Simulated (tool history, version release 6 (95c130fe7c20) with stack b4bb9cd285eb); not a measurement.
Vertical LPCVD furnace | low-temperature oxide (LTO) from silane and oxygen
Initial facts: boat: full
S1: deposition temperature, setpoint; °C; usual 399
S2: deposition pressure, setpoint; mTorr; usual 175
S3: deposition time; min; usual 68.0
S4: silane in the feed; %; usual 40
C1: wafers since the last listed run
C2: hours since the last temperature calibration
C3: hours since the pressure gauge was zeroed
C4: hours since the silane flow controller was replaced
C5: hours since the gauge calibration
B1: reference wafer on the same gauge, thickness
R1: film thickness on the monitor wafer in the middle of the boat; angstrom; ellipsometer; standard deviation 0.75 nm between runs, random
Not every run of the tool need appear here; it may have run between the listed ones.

run 1 day=0.000 | S1=399 S2=175 S3=68.0 S4=40 | C1=0 C2=4034.5 C3=3034.7 C4=3639.4 C5=261.7 | B1=432.13 | R1=5259.5
run 2 day=0.800 | S1=399 S2=175 S3=68.0 S4=40 | C1=215 C2=4053.7 C3=3053.9 C4=3658.6 C5=280.9 | B1=432.14 | R1=5245.8
run 3 day=1.500 | S1=399 S2=175 S3=68.0 S4=40 | C1=188 C2=4070.5 C3=3070.7 C4=3675.4 C5=297.7 | B1=431.84 | R1=5237.3
run 4 day=2.000 | S1=399 S2=175 S3=68.0 S4=40 | C1=134 C2=4082.5 C3=3082.7 C4=3687.4 C5=309.7 | B1=431.92 | R1=5240.9
run 5 day=2.429 | S1=399 S2=175 S3=68.0 S4=40 | C1=115 C2=4092.8 C3=3093.0 C4=3697.7 C5=320.0 | B1=432.04 | R1=5257.9
run 6 day=3.112 | S1=399 S2=175 S3=68.0 S4=40 | C1=184 C2=4109.2 C3=3109.4 C4=3714.1 C5=336.4 | B1=432.10 | R1=5252.3
run 7 day=3.617 | S1=399 S2=175 S3=68.0 S4=40 | C1=136 C2=4121.3 C3=3121.5 C4=3726.2 C5=348.5 | B1=431.84 | R1=5268.3
-- day=4.762 thermocouples replaced and temperature profile calibrated
run 8 day=4.783 | S1=399 S2=175 S3=68.0 S4=40 | C1=44 C2=0.5 C3=3149.5 C4=3754.2 C5=376.5 | B1=432.32 | R1=5267.9
run 9 day=5.017 | S1=399 S2=175 S3=68.0 S4=40 | C1=62 C2=6.1 C3=3155.1 C4=3759.8 C5=382.1 | B1=432.04 | R1=5257.7
run 10 day=5.412 | S1=399 S2=175 S3=82.5 S4=40 | C1=106 C2=15.6 C3=3164.6 C4=3769.3 C5=391.6 | B1=431.81 | R1=6398.7
-- day=7.062 pressure gauge zeroed
run 11 day=7.083 | S1=399 S2=175 S3=82.5 S4=40 | C1=181 C2=55.7 C3=0.5 C4=3809.4 C5=431.7 | B1=432.08 | R1=6141.8
run 12 day=7.317 | S1=399 S2=175 S3=82.5 S4=40 | C1=62 C2=61.3 C3=6.1 C4=3815.0 C5=437.3 | B1=431.88 | R1=6129.9
run 13 day=7.550 | S1=410 S2=155 S3=77.5 S4=34 | C1=62 C2=66.9 C3=11.7 C4=3820.6 C5=442.9 | B1=431.99 | R1=4698.1
run 14 day=8.262 | S1=410 S2=155 S3=77.5 S4=34 | C1=192 C2=84.0 C3=28.8 C4=3837.7 C5=460.0 | B1=432.12 | R1=4698.1
-- day=8.354 gauge calibrated
run 15 day=9.204 | S1=393 S2=175 S3=42.5 S4=44 | C1=254 C2=106.6 C3=51.4 C4=3860.3 C5=20.4 | B1=432.31 | R1=3291.1
run 16 day=9.842 | S1=399 S2=200 S3=68.0 S4=40 | C1=172 C2=121.9 C3=66.7 C4=3875.6 C5=35.7 | B1=431.95 | R1=5754.1
run 17 day=10.425 | S1=399 S2=175 S3=42.0 S4=45 | C1=157 C2=135.9 C3=80.7 C4=3889.6 C5=49.7 | B1=432.01 | R1=3553.9
-- day=11.508 silane flow controller replaced
run 18 day=11.529 | S1=408 S2=150 S3=89.5 S4=40 | C1=28 C2=162.4 C3=107.2 C4=0.5 C5=76.2 | B1=432.29 | R1=6300.6
run 19 day=11.762 | S1=399 S2=145 S3=68.0 S4=42 | C1=62 C2=168.0 C3=112.8 C4=6.1 C5=81.8 | B1=431.74 | R1=4436.0
run 20 day=12.208 | S1=399 S2=190 S3=81.5 S4=40 | C1=120 C2=178.7 C3=123.5 C4=16.8 C5=92.5 | B1=431.96 | R1=6559.9
run 21 day=13.175 | S1=399 S2=175 S3=68.0 S4=40 | C1=260 C2=201.9 C3=146.7 C4=40.0 C5=115.7 | B1=432.19 | R1=5034.1
run 22 day=13.933 | S1=408 S2=135 S3=46.0 S4=46 | C1=204 C2=220.1 C3=164.9 C4=58.2 C5=133.9 | B1=431.91 | R1=3388.4
run 23 day=14.667 | S1=399 S2=200 S3=68.0 S4=40 | C1=197 C2=237.7 C3=182.5 C4=75.8 C5=151.5 | B1=431.86 | R1=5761.1
run 24 day=15.200 | S1=410 S2=175 S3=57.5 S4=40 | C1=143 C2=250.5 C3=195.3 C4=88.6 C5=164.3 | B1=432.05 | R1=4800.5
run 25 day=15.688 | S1=395 S2=155 S3=89.0 S4=37 | C1=131 C2=262.2 C3=207.0 C4=100.3 C5=176.0 | B1=431.97 | R1=5101.8

What if the next run were any one of these 3? Each begins from the tool's condition after run 25:
run A day=15.925 | S1=399 S2=175 S3=68.0 S4=40 | C1=64 C2=267.9 C3=212.7 C4=106.0 C5=181.7 | B1=? | R1=?
run B day=15.925 | S1=394 S2=175 S3=42.0 S4=36 | C1=64 C2=267.9 C3=212.7 C4=106.0 C5=181.7 | B1=? | R1=?
run C day=15.925 | S1=406 S2=175 S3=68.0 S4=40 | C1=64 C2=267.9 C3=212.7 C4=106.0 C5=181.7 | B1=? | R1=?

run=A B1=432.21 R1=5043.1
run=B B1=432.21 R1=2576.3
run=C B1=432.21 R1=5443.8
Stripped of hidden state, with their random variation kept, the same runs would have yielded:
run=A R1=4981.8
run=B R1=2544.9
run=C R1=5377.6

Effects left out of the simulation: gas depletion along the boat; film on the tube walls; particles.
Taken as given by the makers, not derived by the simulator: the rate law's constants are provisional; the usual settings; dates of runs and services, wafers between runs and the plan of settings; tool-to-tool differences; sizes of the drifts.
